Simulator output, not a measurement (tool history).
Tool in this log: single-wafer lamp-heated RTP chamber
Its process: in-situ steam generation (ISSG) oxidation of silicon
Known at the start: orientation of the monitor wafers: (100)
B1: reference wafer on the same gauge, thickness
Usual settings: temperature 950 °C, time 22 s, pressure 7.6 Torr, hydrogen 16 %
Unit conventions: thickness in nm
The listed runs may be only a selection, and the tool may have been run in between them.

{"run": 1, "day": 0.0, "temperature": 950, "time": 22, "pressure": 7.6, "hydrogen": 16, "B1": 4.835, "thickness": 4.872}
{"run": 2, "day": 3.017, "temperature": 950, "time": 22, "pressure": 7.6, "hydrogen": 16, "B1": 4.832, "thickness": 4.887}
{"run": 3, "day": 4.058, "temperature": 950, "time": 22, "pressure": 7.6, "hydrogen": 16, "B1": 4.828, "thickness": 4.889}
{"run": 4, "day": 4.812, "temperature": 950, "time": 22, "pressure": 7.6, "hydrogen": 16, "B1": 4.825, "thickness": 4.849}
{"run": 5, "day": 5.879, "temperature": 950, "time": 22, "pressure": 7.6, "hydrogen": 16, "B1": 4.831, "thickness": 4.863}
{"day": 7.329, "done": "hydrogen flow controller replaced"}
{"run": 6, "day": 7.35, "temperature": 950, "time": 22, "pressure": 7.6, "hydrogen": 16, "B1": 4.834, "thickness": 4.882}
{"day": 8.612, "done": "gauge calibrated"}
{"run": 7, "day": 8.742, "temperature": 950, "time": 22, "pressure": 7.6, "hydrogen": 16, "B1": 4.82, "thickness": 4.87}
{"run": 8, "day": 9.346, "temperature": 950, "time": 22, "pressure": 7.6, "hydrogen": 16, "B1": 4.824, "thickness": 4.868}
{"run": 9, "day": 10.192, "temperature": 950, "time": 16, "pressure": 7.6, "hydrogen": 16, "B1": 4.827, "thickness": 4.307}
{"run": 10, "day": 10.933, "temperature": 950, "time": 16, "pressure": 7.6, "hydrogen": 16, "B1": 4.822, "thickness": 4.266}
{"run": 11, "day": 11.562, "temperature": 950, "time": 22, "pressure": 7.6, "hydrogen": 16, "B1": 4.84, "thickness": 4.917}
{"run": 12, "day": 12.529, "temperature": 961, "time": 22, "pressure": 7.6, "hydrogen": 16, "B1": 4.829, "thickness": 5.043}
{"run": 13, "day": 15.846, "temperature": 950, "time": 22, "pressure": 7.6, "hydrogen": 12, "B1": 4.829, "thickness": 4.604}
{"run": 14, "day": 16.896, "temperature": 956, "time": 30, "pressure": 8.5, "hydrogen": 21, "B1": 4.83, "thickness": 6.103}
{"run": 15, "day": 17.671, "temperature": 950, "time": 19, "pressure": 6.9, "hydrogen": 22, "B1": 4.837, "thickness": 4.925}
{"run": 16, "day": 18.842, "temperature": 942, "time": 29, "pressure": 8.6, "hydrogen": 26, "B1": 4.823, "thickness": 6.052}
{"run": 17, "day": 19.7, "temperature": 939, "time": 22, "pressure": 8.1, "hydrogen": 21, "B1": 4.838, "thickness": 5.054}
{"run": 18, "day": 20.9, "temperature": 935, "time": 15, "pressure": 7.6, "hydrogen": 13, "B1": 4.822, "thickness": 3.846}
{"run": 19, "day": 22.054, "temperature": 950, "time": 22, "pressure": 7.1, "hydrogen": 20, "B1": 4.821, "thickness": 5.148}
{"run": 20, "day": 23.238, "temperature": 940, "time": 29, "pressure": 7.1, "hydrogen": 11, "B1": 4.832, "thickness": 5.024}
{"run": 21, "day": 24.212, "temperature": 950, "time": 22, "pressure": 7.6, "hydrogen": 16, "B1": 4.837, "thickness": 4.947}
{"run": 22, "day": 24.862, "temperature": 940, "time": 22, "pressure": 6.9, "hydrogen": 22, "B1": 4.829, "thickness": 5.115}
{"day": 25.621, "done": "pyrometer window cleaned and pyrometer calibrated"}
{"day": 26.046, "done": "pressure gauge zeroed"}
{"run": 23, "day": 26.188, "temperature": 950, "time": 26, "pressure": 7.6, "hydrogen": 16, "B1": 4.827, "thickness": 5.149}
{"run": 24, "day": 27.658, "temperature": 930, "time": 22, "pressure": 7.6, "hydrogen": 16, "B1": 4.838, "thickness": 4.513}
{"run": 25, "day": 31.954, "temperature": 950, "time": 29, "pressure": 6.9, "hydrogen": 12, "B1": 4.824, "thickness": 5.097}
{"run": 26, "day": 32.571, "temperature": 950, "time": 27, "pressure": 7.6, "hydrogen": 16, "B1": 4.839, "thickness": 5.29}
{"run": 27, "day": 35.929, "temperature": 950, "time": 22, "pressure": 7.6, "hydrogen": 12, "B1": 4.829, "thickness": 4.554}
{"run": 28, "day": 36.704, "temperature": 950, "time": 22, "pressure": 7.6, "hydrogen": 16, "B1": 4.836, "thickness": 4.797}
{"run": 29, "day": 37.792, "temperature": 950, "time": 22, "pressure": 7.6, "hydrogen": 16, "B1": 4.824, "thickness": 4.813}
{"run": 30, "day": 39.183, "temperature": 950, "time": 22, "pressure": 7.6, "hydrogen": 16, "B1": 4.82, "thickness": 4.8}

Forecast each of these 5 alternatives for the next run:
{"run": "A", "day": 39.2, "temperature": 939, "time": 22, "pressure": 7.6, "hydrogen": 16, "B1": "?", "thickness": "?"}
{"run": "B", "day": 39.2, "temperature": 970, "time": 27, "pressure": 7.6, "hydrogen": 22, "B1": "?", "thickness": "?"}
{"run": "C", "day": 39.2, "temperature": 937, "time": 15, "pressure": 7.6, "hydrogen": 11, "B1": "?", "thickness": "?"}
{"run": "D", "day": 39.2, "temperature": 950, "time": 14, "pressure": 7.6, "hydrogen": 23, "B1": "?", "thickness": "?"}
{"run": "E", "day": 39.2, "temperature": 955, "time": 25, "pressure": 6.9, "hydrogen": 16, "B1": "?", "thickness": "?"}

run=A B1=4.829 thickness=4.665
run=B B1=4.829 thickness=6.082
run=C B1=4.829 thickness=3.664
run=D B1=4.829 thickness=4.380
run=E B1=4.829 thickness=5.153
Take away the tool's hidden state, keep each run's random variation, and the runs would have read:
run=A thickness=4.611
run=B thickness=5.992
run=C thickness=3.629
run=D thickness=4.334
run=E thickness=5.086
